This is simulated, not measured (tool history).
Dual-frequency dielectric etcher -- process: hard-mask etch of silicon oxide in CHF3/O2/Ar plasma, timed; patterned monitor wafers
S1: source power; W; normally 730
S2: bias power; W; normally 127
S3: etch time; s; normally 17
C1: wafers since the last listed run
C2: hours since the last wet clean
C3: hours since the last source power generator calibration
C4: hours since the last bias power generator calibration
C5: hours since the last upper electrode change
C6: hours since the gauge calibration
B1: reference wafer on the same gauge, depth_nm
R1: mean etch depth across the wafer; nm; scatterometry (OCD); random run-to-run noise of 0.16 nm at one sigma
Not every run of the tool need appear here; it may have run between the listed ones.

| run | hour | S1 | S2 | S3 | C1 | C2 | C3 | C4 | C5 | C6 | B1 | R1 |
|---|---|---|---|---|---|---|---|---|---|---|---|---|
| 1 | 0 | 810 | 127 | 17 | 0 | 239.8 | 4305.5 | 4360.6 | 1949.7 | 27.7 | 26.79 | 33.48 |
| 2 | 75.9 | 810 | 127 | 17 | 1154 | 315.7 | 4381.4 | 4436.5 | 2025.6 | 103.6 | 26.79 | 33.84 |
| 3 | 164.2 | 730 | 127 | 18.5 | 1342 | 404 | 4469.7 | 4524.8 | 2113.9 | 191.9 | 26.85 | 35.67 |
| 4 | 249.4 | 730 | 127 | 18.5 | 1295 | 489.2 | 4554.9 | 4610 | 2199.1 | 277.1 | 26.91 | 36.1 |
|  | 300.9 | wet clean of the chamber |
| 5 | 350.7 | 730 | 148 | 17 | 1175 | 49.8 | 4656.2 | 4711.3 | 2300.4 | 378.4 | 27.05 | 34.19 |
| 6 | 388.3 | 730 | 148 | 17 | 571 | 87.4 | 4693.8 | 4748.9 | 2338 | 416 | 27.08 | 34.01 |
| 7 | 431.1 | 730 | 148 | 17 | 650 | 130.2 | 4736.6 | 4791.7 | 2380.8 | 458.8 | 27.13 | 33.89 |
| 8 | 505.4 | 730 | 127 | 17 | 1130 | 204.5 | 4810.9 | 4866 | 2455.1 | 533.1 | 27.24 | 33.13 |
|  | 559 | gauge calibrated |
|  | 566.2 | upper electrode replaced |
| 9 | 566.7 | 730 | 127 | 17 | 567 | 265.8 | 4872.2 | 4927.3 | 0.5 | 7.7 | 26.78 | 32.51 |
| 10 | 597.1 | 730 | 127 | 17 | 462 | 296.2 | 4902.6 | 4957.7 | 30.9 | 38.1 | 26.76 | 32.85 |
| 11 | 682.9 | 730 | 127 | 17 | 1304 | 382 | 4988.4 | 5043.5 | 116.7 | 123.9 | 26.78 | 32.66 |
| 12 | 733.7 | 800 | 101 | 17 | 772 | 432.8 | 5039.2 | 5094.3 | 167.5 | 174.7 | 26.83 | 32.21 |
|  | 756.5 | source power generator calibrated |
|  | 780.5 | bias power generator calibrated |
|  | 810.2 | wet clean of the chamber |
| 13 | 838.9 | 730 | 127 | 18.5 | 1113 | 28.7 | 82.4 | 58.4 | 272.7 | 279.9 | 26.9 | 35.91 |
| 14 | 925.2 | 660 | 112 | 17 | 1312 | 115 | 168.7 | 144.7 | 359 | 366.2 | 26.99 | 31.04 |
| 15 | 1029.1 | 730 | 150 | 13.5 | 1580 | 218.9 | 272.6 | 248.6 | 462.9 | 470.1 | 27.11 | 27.31 |
| 16 | 1074.9 | 560 | 154 | 17 | 696 | 264.7 | 318.4 | 294.4 | 508.7 | 515.9 | 27.27 | 31.93 |
|  | 1139.7 | gauge calibrated |
| 17 | 1182.7 | 670 | 127 | 20 | 1639 | 372.5 | 426.2 | 402.2 | 616.5 | 43 | 26.77 | 37.38 |
| 18 | 1271 | 730 | 100 | 17 | 1342 | 460.8 | 514.5 | 490.5 | 704.8 | 131.3 | 26.75 | 31.17 |

Results per run with the tool's hidden condition removed, run-to-run variation unchanged:
What the log doesn't record here: etch rate over this chamber's usual, %; source power that arrives over what is set, %; bias power that arrives over what is set, %; gauge reads high (%).
| run | R1 |
|---|---|
| 1 | 33.49 |
| 2 | 33.84 |
| 3 | 35.6 |
| 4 | 35.94 |
| 5 | 33.91 |
| 6 | 33.66 |
| 7 | 33.47 |
| 8 | 32.57 |
| 9 | 32.54 |
| 10 | 32.87 |
| 11 | 32.66 |
| 12 | 32.18 |
| 13 | 35.77 |
| 14 | 30.81 |
| 15 | 26.96 |
| 16 | 31.44 |
| 17 | 37.42 |
| 18 | 31.17 |

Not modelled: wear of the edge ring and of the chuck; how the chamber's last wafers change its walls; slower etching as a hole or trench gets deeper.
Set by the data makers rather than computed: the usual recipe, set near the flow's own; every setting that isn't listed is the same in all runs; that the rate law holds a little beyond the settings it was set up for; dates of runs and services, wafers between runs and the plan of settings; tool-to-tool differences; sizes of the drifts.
